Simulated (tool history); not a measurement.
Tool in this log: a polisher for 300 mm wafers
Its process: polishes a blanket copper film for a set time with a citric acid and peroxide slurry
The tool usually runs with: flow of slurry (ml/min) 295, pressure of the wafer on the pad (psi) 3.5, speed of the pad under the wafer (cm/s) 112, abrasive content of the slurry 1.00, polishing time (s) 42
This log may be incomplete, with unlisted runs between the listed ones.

run	hour	flow of slurry (ml/min)	pressure of the wafer on the pad (psi)	speed of the pad under the wafer (cm/s)	abrasive content of the slurry	polishing time (s)	wafers since the last listed run	wafers polished on this pad	hours since the slurry nozzle was cleaned	hours since the head pressure was calibrated	hours since the slurry blender was calibrated	incoming thickness of the incoming film, nm	film removed (Å)
1	0.0	295	3.5	112	1.00	42	0	3737	7.4	455.1	212.8	1266.4	1054
# hour 15.5: head pressure recalibrated
2	29.3	295	3.5	112	1.00	42	350	4087	36.7	13.8	242.1	1256.3	1043
3	87.5	295	3.5	112	1.00	42	746	4834	94.9	72.0	300.3	1272.1	1041
# hour 136.2: worn pad replaced by a new one
4	138.8	295	3.5	112	1.00	42	606	33	146.2	123.3	351.6	1269.5	1085
5	170.9	390	4.0	112	0.90	42	411	444	178.3	155.4	383.7	1250.2	1235
6	222.9	355	3.5	82	1.00	42	667	1112	230.3	207.4	435.7	1277.1	785
7	291.3	295	3.5	112	1.10	42	877	1989	298.7	275.8	504.1	1279.1	1054
# hour 305.9: slurry blender recalibrated
8	320.8	295	3.5	112	1.25	42	352	2342	328.2	305.3	14.9	1241.5	1076
9	360.8	295	3.5	112	1.00	42	513	2855	368.2	345.3	54.9	1268.8	1041
10	400.7	375	3.0	112	1.25	38	511	3367	408.1	385.2	94.8	1256.3	831
11	447.3	385	3.5	112	1.15	36	597	3965	454.7	431.8	141.4	1252.5	909
12	492.0	295	3.1	112	1.00	42	573	4538	499.4	476.5	186.1	1261.5	894
# hour 543.5: slurry nozzle cleaned
# hour 546.7: head pressure recalibrated
13	557.8	365	3.5	112	1.25	35	805	5344	14.3	11.1	251.9	1250.4	898
# hour 621.3: worn pad replaced by a new one
14	621.8	295	4.2	100	1.30	42	769	6	78.3	75.1	315.9	1272.2	1203
15	642.6	295	4.7	112	0.75	35	266	273	99.1	95.9	336.7	1263.2	1149
16	681.7	295	3.5	112	1.00	42	501	774	138.2	135.0	375.8	1256.7	1076
17	735.7	295	3.5	74	0.80	42	692	1467	192.2	189.0	429.8	1277.6	691
18	774.8	295	3.5	74	1.00	37	501	1969	231.3	228.1	468.9	1249.3	621
# hour 778.8: slurry blender recalibrated
19	835.3	295	3.5	112	1.00	42	750	2719	291.8	288.6	56.5	1254.4	1039
20	879.1	335	2.8	84	1.00	42	561	3281	335.6	332.4	100.3	1267.9	637
21	916.4	295	3.5	112	1.00	42	478	3760	372.9	369.7	137.6	1257.8	1034
# hour 1070.0: head pressure recalibrated
22	1071.8	350	3.5	112	1.00	42	1968	5728	528.3	1.8	293.0	1247.3	1013
# hour 1103.9: slurry nozzle cleaned
23	1142.3	265	4.3	112	1.00	42	891	6620	38.4	72.3	363.5	1274.7	1214
# hour 1161.0: worn pad replaced by a new one
24	1204.5	220	4.6	112	1.00	42	746	558	100.6	134.5	425.7	1283.0	1345
# hour 1210.0: slurry blender recalibrated
25	1230.6	295	2.6	112	1.10	47	309	867	126.7	160.6	20.6	1252.3	923
26	1282.6	385	4.7	130	1.10	42	667	1534	178.7	212.6	72.6	1250.3	1672
27	1351.3	295	4.6	112	1.00	55	881	2415	247.4	281.3	141.3	1245.0	1758
28	1381.3	295	3.5	90	1.00	42	384	2800	277.4	311.3	171.3	1242.3	832
29	1430.2	295	3.5	112	1.00	42	627	3428	326.3	360.2	220.2	1262.6	1022

5 ways to go on from here, each from the tool as it stands after run 29. What would each give?
A	1430.6	295	3.5	112	1.00	55	5	3433	326.7	360.6	220.6	1265.5	?
B	1430.6	295	2.4	112	1.00	42	5	3433	326.7	360.6	220.6	1265.5	?
C	1430.6	295	4.0	112	0.75	42	5	3433	326.7	360.6	220.6	1265.5	?
D	1430.6	295	4.4	148	1.00	42	5	3433	326.7	360.6	220.6	1265.5	?
E	1430.6	235	3.5	112	1.00	42	5	3433	326.7	360.6	220.6	1265.5	?

run	film removed (Å)
A	1348
B	724
C	1127
D	1685
E	1007
Stripped of hidden state, with their random variation kept, the same runs would have yielded:
run	film removed (Å)
A	1454
B	780
C	1216
D	1817
E	1091
